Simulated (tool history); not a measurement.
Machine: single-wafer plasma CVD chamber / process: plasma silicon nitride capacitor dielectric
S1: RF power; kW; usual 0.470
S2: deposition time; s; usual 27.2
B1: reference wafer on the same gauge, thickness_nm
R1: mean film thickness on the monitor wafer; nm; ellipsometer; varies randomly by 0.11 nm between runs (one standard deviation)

{"run": 1, "hour": 0.0, "S1": 0.47, "S2": 29.7, "B1": 32.61, "R1": 42.68}
{"run": 2, "hour": 48.6, "S1": 0.47, "S2": 29.7, "B1": 32.595, "R1": 42.601}
{"run": 3, "hour": 96.2, "S1": 0.47, "S2": 29.7, "B1": 32.6, "R1": 42.673}
{"run": 4, "hour": 122.8, "S1": 0.47, "S2": 28.8, "B1": 32.617, "R1": 41.356}
{"run": 5, "hour": 174.8, "S1": 0.47, "S2": 28.8, "B1": 32.608, "R1": 41.367}
{"hour": 222.6, "done": "gauge calibrated"}
{"run": 6, "hour": 226.3, "S1": 0.47, "S2": 28.8, "B1": 32.576, "R1": 41.249}
{"run": 7, "hour": 255.5, "S1": 0.47, "S2": 27.2, "B1": 32.596, "R1": 38.807}
{"run": 8, "hour": 392.7, "S1": 0.47, "S2": 27.2, "B1": 32.606, "R1": 38.967}
{"run": 9, "hour": 420.2, "S1": 0.47, "S2": 27.2, "B1": 32.589, "R1": 38.86}
{"run": 10, "hour": 462.0, "S1": 0.47, "S2": 30.5, "B1": 32.596, "R1": 43.666}
{"hour": 502.7, "done": "showerhead replaced"}
{"run": 11, "hour": 513.5, "S1": 0.445, "S2": 27.2, "B1": 32.606, "R1": 38.372}
{"run": 12, "hour": 552.1, "S1": 0.38, "S2": 30.2, "B1": 32.61, "R1": 41.315}
{"run": 13, "hour": 595.6, "S1": 0.43, "S2": 23.9, "B1": 32.598, "R1": 33.624}
{"run": 14, "hour": 623.4, "S1": 0.47, "S2": 27.2, "B1": 32.603, "R1": 38.598}
{"run": 15, "hour": 669.7, "S1": 0.47, "S2": 27.2, "B1": 32.583, "R1": 38.627}
{"run": 16, "hour": 721.9, "S1": 0.47, "S2": 29.0, "B1": 32.602, "R1": 41.119}
{"hour": 796.9, "done": "gauge calibrated"}
{"run": 17, "hour": 862.1, "S1": 0.375, "S2": 29.9, "B1": 32.597, "R1": 40.546}
{"run": 18, "hour": 897.4, "S1": 0.42, "S2": 27.2, "B1": 32.593, "R1": 37.679}
{"hour": 936.6, "done": "RF generator calibrated"}
{"run": 19, "hour": 937.6, "S1": 0.47, "S2": 23.3, "B1": 32.585, "R1": 33.43}
{"run": 20, "hour": 994.1, "S1": 0.38, "S2": 25.8, "B1": 32.616, "R1": 35.63}
{"run": 21, "hour": 1052.8, "S1": 0.47, "S2": 27.2, "B1": 32.606, "R1": 38.968}
{"run": 22, "hour": 1178.9, "S1": 0.47, "S2": 27.2, "B1": 32.609, "R1": 39.024}

Some steps in R1 between neighbouring runs. How much of each would the tool show without its hidden state too (settings, what came in, random variation), and how much is left for the hidden state, with any gauge scatter that isn't in both results?
Hidden conditions of the tool in this case: delivered RF power above the setpoint (%); gauge reads high (%).
Run 10 -> 11: S1 0.470 -> 0.445, S2 30.5 -> 27.2, showerhead replaced. R1 -5.294 nm: hidden state +0.009, all else -5.303.
Run 12 -> 13: S1 0.380 -> 0.430, S2 30.2 -> 23.9. R1 -7.691 nm: hidden state +0.044, all else -7.735.
Run 16 -> 17: S1 0.470 -> 0.375, S2 29.0 -> 29.9, gauge calibrated. R1 -0.573 nm: hidden state -0.115, all else -0.458.
Run 18 -> 19: S1 0.420 -> 0.470, S2 27.2 -> 23.3, RF generator calibrated. R1 -4.249 nm: hidden state +0.541, all else -4.790.

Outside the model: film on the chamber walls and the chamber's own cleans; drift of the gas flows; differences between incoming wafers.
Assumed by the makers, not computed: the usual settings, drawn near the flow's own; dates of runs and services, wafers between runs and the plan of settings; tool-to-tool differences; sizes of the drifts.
